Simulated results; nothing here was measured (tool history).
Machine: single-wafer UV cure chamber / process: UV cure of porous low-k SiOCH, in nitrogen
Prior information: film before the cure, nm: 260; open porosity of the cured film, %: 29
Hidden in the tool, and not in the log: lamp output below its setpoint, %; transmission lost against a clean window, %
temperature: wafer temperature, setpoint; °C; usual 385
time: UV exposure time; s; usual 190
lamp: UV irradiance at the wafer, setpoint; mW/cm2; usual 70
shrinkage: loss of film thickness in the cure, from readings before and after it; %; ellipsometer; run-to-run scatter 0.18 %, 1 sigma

| run | hour | temperature | time | lamp | wafers since the last listed run | hours since the UV bulbs were replaced | wafers since the quartz window was cleaned | shrinkage |
|---|---|---|---|---|---|---|---|---|
| 1 | 0 | 385 | 190 | 88 | 0 | 2015.8 | 1196 | 11.5 |
| 2 | 32.6 | 385 | 190 | 88 | 266 | 2048.4 | 1462 | 11.718 |
| 3 | 47.1 | 395 | 190 | 70 | 118 | 2062.9 | 1580 | 10.648 |
| 4 | 83 | 395 | 190 | 70 | 292 | 2098.8 | 1873 | 10.332 |
|  | 112.8 | quartz window cleaned |
| 5 | 113.3 | 385 | 190 | 70 | 181 | 2129.1 | 3 | 10.752 |
| 6 | 146.8 | 385 | 190 | 70 | 273 | 2162.6 | 277 | 10.693 |
| 7 | 167.8 | 385 | 190 | 70 | 171 | 2183.6 | 448 | 10.218 |
| 8 | 184.3 | 385 | 190 | 101 | 134 | 2200.1 | 583 | 12.227 |
| 9 | 276.1 | 385 | 190 | 101 | 749 | 2291.9 | 1332 | 11.409 |
| 10 | 293.4 | 385 | 190 | 101 | 141 | 2309.2 | 1473 | 12.094 |
| 11 | 321 | 385 | 190 | 70 | 225 | 2336.8 | 1698 | 9.753 |
|  | 346.7 | quartz window cleaned |
| 12 | 347.6 | 399 | 190 | 70 | 151 | 2363.4 | 7 | 11.603 |
| 13 | 366.8 | 399 | 190 | 70 | 156 | 2382.6 | 164 | 10.971 |
| 14 | 389 | 385 | 190 | 92 | 181 | 2404.8 | 345 | 11.86 |
| 15 | 450 | 385 | 190 | 70 | 497 | 2465.8 | 843 | 10.193 |
|  | 479 | UV bulbs replaced |
| 16 | 483.3 | 385 | 190 | 70 | 206 | 4.3 | 1049 | 9.93 |
| 17 | 509.7 | 385 | 190 | 70 | 215 | 30.7 | 1264 | 10.012 |
| 18 | 541.4 | 385 | 190 | 70 | 258 | 62.4 | 1523 | 10.156 |
|  | 575.2 | quartz window cleaned |
| 19 | 575.6 | 397 | 190 | 70 | 213 | 96.6 | 2 | 11.413 |
| 20 | 605.2 | 397 | 190 | 70 | 241 | 126.2 | 244 | 11.16 |
| 21 | 631.2 | 397 | 190 | 70 | 212 | 152.2 | 456 | 11.064 |
| 22 | 659.2 | 385 | 190 | 70 | 228 | 180.2 | 685 | 10.696 |
| 23 | 686.9 | 385 | 190 | 70 | 226 | 207.9 | 911 | 10.279 |
| 24 | 706.8 | 385 | 190 | 70 | 162 | 227.8 | 1073 | 10.253 |
| 25 | 739.6 | 385 | 120 | 96 | 267 | 260.6 | 1341 | 9.428 |
| 26 | 768.8 | 400 | 190 | 70 | 238 | 289.8 | 1579 | 10.274 |
| 27 | 791.2 | 385 | 240 | 57 | 182 | 312.2 | 1762 | 10.301 |
| 28 | 806.4 | 385 | 190 | 70 | 124 | 327.4 | 1886 | 9.983 |
| 29 | 821.1 | 385 | 190 | 51 | 119 | 342.1 | 2006 | 8.732 |
|  | 847 | quartz window cleaned |
| 30 | 847.5 | 385 | 190 | 40 | 150 | 368.5 | 4 | 8.51 |
| 31 | 864.2 | 385 | 190 | 40 | 136 | 385.2 | 140 | 8.257 |
| 32 | 878.3 | 399 | 190 | 70 | 115 | 399.3 | 255 | 11.07 |
| 33 | 913.9 | 372 | 155 | 48 | 290 | 434.9 | 546 | 7.392 |
| 34 | 950.7 | 399 | 145 | 40 | 300 | 471.7 | 846 | 6.72 |
| 35 | 1008.7 | 385 | 190 | 70 | 473 | 529.7 | 1319 | 9.76 |
| 36 | 1042.4 | 373 | 300 | 70 | 274 | 563.4 | 1594 | 11.861 |
| 37 | 1056.9 | 385 | 190 | 70 | 118 | 577.9 | 1713 | 10.043 |
| 38 | 1091.8 | 385 | 190 | 48 | 284 | 612.8 | 1997 | 8.143 |
|  | 1110.6 | quartz window cleaned |
| 39 | 1114.2 | 385 | 190 | 70 | 117 | 635.2 | 29 | 11.077 |
| 40 | 1127.4 | 385 | 190 | 70 | 107 | 648.4 | 137 | 10.957 |
| 41 | 1140.9 | 371 | 135 | 85 | 110 | 661.9 | 247 | 10.105 |
| 42 | 1175.1 | 385 | 90 | 70 | 279 | 696.1 | 526 | 7.19 |
| 43 | 1201.4 | 391 | 190 | 55 | 214 | 722.4 | 740 | 9.168 |
| 44 | 1216 | 405 | 190 | 107 | 119 | 737 | 860 | 13.093 |
| 45 | 1246.3 | 385 | 190 | 70 | 247 | 767.3 | 1107 | 10.322 |
| 46 | 1267.5 | 385 | 85 | 97 | 172 | 788.5 | 1280 | 8.061 |
| 47 | 1297.5 | 395 | 270 | 109 | 244 | 818.5 | 1525 | 14.099 |
| 48 | 1313.2 | 374 | 190 | 70 | 128 | 834.2 | 1653 | 10.027 |
| 49 | 1331.8 | 396 | 110 | 80 | 151 | 852.8 | 1804 | 8.335 |

Results for each run, recomputed without the tool's hidden state and with each run's random variation untouched:
| run | shrinkage |
|---|---|
| 1 | 12.434 |
| 2 | 12.753 |
| 3 | 11.686 |
| 4 | 11.39 |
| 5 | 10.877 |
| 6 | 11.161 |
| 7 | 10.832 |
| 8 | 12.989 |
| 9 | 12.491 |
| 10 | 13.283 |
| 11 | 10.9 |
| 12 | 11.768 |
| 13 | 11.337 |
| 14 | 12.435 |
| 15 | 11.122 |
| 16 | 10.966 |
| 17 | 11.134 |
| 18 | 11.363 |
| 19 | 11.473 |
| 20 | 11.527 |
| 21 | 11.643 |
| 22 | 11.447 |
| 23 | 11.134 |
| 24 | 11.182 |
| 25 | 10.429 |
| 26 | 11.337 |
| 27 | 11.415 |
| 28 | 11.095 |
| 29 | 9.865 |
| 30 | 8.652 |
| 31 | 8.575 |
| 32 | 11.54 |
| 33 | 8.075 |
| 34 | 7.571 |
| 35 | 10.837 |
| 36 | 13.063 |
| 37 | 11.25 |
| 38 | 9.343 |
| 39 | 11.137 |
| 40 | 11.157 |
| 41 | 10.436 |
| 42 | 7.735 |
| 43 | 9.867 |
| 44 | 13.934 |
| 45 | 11.225 |
| 46 | 8.991 |
| 47 | 15.175 |
| 48 | 11.077 |
| 49 | 9.368 |
